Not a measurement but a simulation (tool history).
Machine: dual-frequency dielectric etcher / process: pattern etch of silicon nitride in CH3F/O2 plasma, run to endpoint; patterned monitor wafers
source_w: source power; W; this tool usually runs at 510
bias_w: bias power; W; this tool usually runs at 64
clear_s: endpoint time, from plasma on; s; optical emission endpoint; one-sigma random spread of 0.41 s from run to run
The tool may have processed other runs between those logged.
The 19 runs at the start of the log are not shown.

| run | day | source_w | bias_w | incoming incoming film thickness, nm | clear_s |
|---|---|---|---|---|---|
| 20 | 57.579 | 510 | 64 | 104.2 | 114.1 |
|  | 60.217 | wet clean of the chamber |
| 21 | 60.233 | 440 | 71 | 103.8 | 117.6 |
| 22 | 62.088 | 620 | 73 | 102.2 | 96.9 |
| 23 | 64.35 | 410 | 64 | 103.4 | 127.9 |
| 24 | 66.817 | 560 | 64 | 103.8 | 109.9 |
|  | 67.938 | bias power generator calibrated |
|  | 70.6 | source power generator calibrated |
| 25 | 71.288 | 460 | 53 | 103.9 | 133.8 |
| 26 | 74.754 | 450 | 60 | 103.9 | 126.6 |
| 27 | 80.262 | 510 | 55 | 102.8 | 122.3 |
| 28 | 81.908 | 400 | 59 | 103.6 | 133.8 |
|  | 84.658 | wet clean of the chamber |
| 29 | 85.254 | 510 | 64 | 103.6 | 115.9 |
| 30 | 87.175 | 510 | 64 | 103.1 | 114.7 |
| 31 | 90.6 | 510 | 52 | 103.8 | 129.1 |
| 32 | 92.271 | 510 | 64 | 102.8 | 113.7 |
| 33 | 93.85 | 510 | 54 | 103.8 | 126 |
| 34 | 96.8 | 510 | 64 | 103.6 | 114.2 |

Alternative continuations, all from the tool just after run 34; predict every row:
| A | 96.821 | 600 | 64 | 104.2 | ? |
| B | 96.821 | 570 | 78 | 104.2 | ? |
| C | 96.821 | 440 | 64 | 104.2 | ? |
| D | 96.821 | 610 | 64 | 104.2 | ? |
| E | 96.821 | 430 | 73 | 104.2 | ? |

| run | clear_s |
|---|---|
| A | 106.1 |
| B | 98.1 |
| C | 123.1 |
| D | 105.3 |
| E | 116.1 |
With no hidden state in the tool, these same runs would have given:
| run | clear_s |
|---|---|
| A | 107.4 |
| B | 99.3 |
| C | 124.7 |
| D | 106.6 |
| E | 117.5 |
